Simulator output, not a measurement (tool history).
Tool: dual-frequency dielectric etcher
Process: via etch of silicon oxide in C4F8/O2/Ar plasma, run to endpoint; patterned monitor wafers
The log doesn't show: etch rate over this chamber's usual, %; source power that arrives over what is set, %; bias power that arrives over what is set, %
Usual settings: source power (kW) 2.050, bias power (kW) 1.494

| run | hour | source power (kW) | bias power (kW) | wafers since the last listed run | hours since the last wet clean | hours since the last source power generator calibration | hours since the last bias power generator calibration | hours since the last upper electrode change | incoming incoming film thickness, nm | endpoint time (s) |
|---|---|---|---|---|---|---|---|---|---|---|
| 1 | 0.0 | 2.050 | 1.494 | 0 | 89.2 | 3623.3 | 3371.5 | 3192.7 | 1980.9 | 412.9 |
| 2 | 68.5 | 2.050 | 1.494 | 338 | 157.7 | 3691.8 | 3440.0 | 3261.2 | 1958.2 | 407.7 |
| 3 | 119.4 | 2.050 | 1.494 | 251 | 208.6 | 3742.7 | 3490.9 | 3312.1 | 1966.9 | 407.2 |
| 4 | 223.0 | 2.050 | 1.494 | 512 | 312.2 | 3846.3 | 3594.5 | 3415.7 | 1973.0 | 404.3 |
| 5 | 264.7 | 2.050 | 1.494 | 206 | 353.9 | 3888.0 | 3636.2 | 3457.4 | 1983.0 | 404.0 |
| 6 | 304.5 | 2.050 | 1.494 | 196 | 393.7 | 3927.8 | 3676.0 | 3497.2 | 1953.8 | 398.4 |
|  | 367.9 | wet clean of the chamber |
| 7 | 368.4 | 1.860 | 1.730 | 197 | 0.5 | 3991.7 | 3739.9 | 3561.1 | 1976.7 | 414.6 |
| 8 | 455.7 | 1.860 | 1.730 | 431 | 87.8 | 4079.0 | 3827.2 | 3648.4 | 1956.5 | 406.8 |
|  | 469.9 | bias power generator calibrated |
| 9 | 509.0 | 2.250 | 1.372 | 243 | 141.1 | 4132.3 | 39.1 | 3701.7 | 1967.7 | 406.6 |
| 10 | 554.0 | 1.830 | 1.142 | 222 | 186.1 | 4177.3 | 84.1 | 3746.7 | 1973.8 | 469.5 |
| 11 | 602.2 | 2.460 | 1.641 | 238 | 234.3 | 4225.5 | 132.3 | 3794.9 | 1961.7 | 364.8 |
|  | 661.4 | upper electrode replaced |
| 12 | 700.4 | 2.050 | 1.706 | 367 | 332.5 | 4323.7 | 230.5 | 39.0 | 1984.9 | 390.4 |
|  | 714.1 | source power generator calibrated |
|  | 768.5 | wet clean of the chamber |
| 13 | 778.8 | 2.470 | 1.649 | 249 | 10.3 | 64.7 | 308.9 | 117.4 | 1963.7 | 369.5 |
| 14 | 868.5 | 1.750 | 1.670 | 443 | 100.0 | 154.4 | 398.6 | 207.1 | 1967.5 | 422.6 |
| 15 | 964.5 | 1.810 | 1.341 | 474 | 196.0 | 250.4 | 494.6 | 303.1 | 1950.7 | 440.7 |
| 16 | 1046.8 | 2.050 | 1.494 | 407 | 278.3 | 332.7 | 576.9 | 385.4 | 1947.1 | 399.6 |
| 17 | 1135.0 | 2.050 | 1.494 | 436 | 366.5 | 420.9 | 665.1 | 473.6 | 1958.7 | 399.6 |

4 ways to go on from here, each from the tool as it stands after run 17. What would each give?
| A | 1135.5 | 2.050 | 1.180 | 2 | 367.0 | 421.4 | 665.6 | 474.1 | 1996.1 | ? |
| B | 1135.5 | 1.600 | 1.388 | 2 | 367.0 | 421.4 | 665.6 | 474.1 | 1996.1 | ? |
| C | 1135.5 | 1.790 | 1.171 | 2 | 367.0 | 421.4 | 665.6 | 474.1 | 1996.1 | ? |
| D | 1135.5 | 1.710 | 1.322 | 2 | 367.0 | 421.4 | 665.6 | 474.1 | 1996.1 | ? |

| run | endpoint time (s) |
|---|---|
| A | 436.1 |
| B | 459.1 |
| C | 463.2 |
| D | 453.7 |
Without the tool's hidden state the same runs would have given:
| run | endpoint time (s) |
|---|---|
| A | 451.6 |
| B | 475.5 |
| C | 479.7 |
| D | 469.9 |

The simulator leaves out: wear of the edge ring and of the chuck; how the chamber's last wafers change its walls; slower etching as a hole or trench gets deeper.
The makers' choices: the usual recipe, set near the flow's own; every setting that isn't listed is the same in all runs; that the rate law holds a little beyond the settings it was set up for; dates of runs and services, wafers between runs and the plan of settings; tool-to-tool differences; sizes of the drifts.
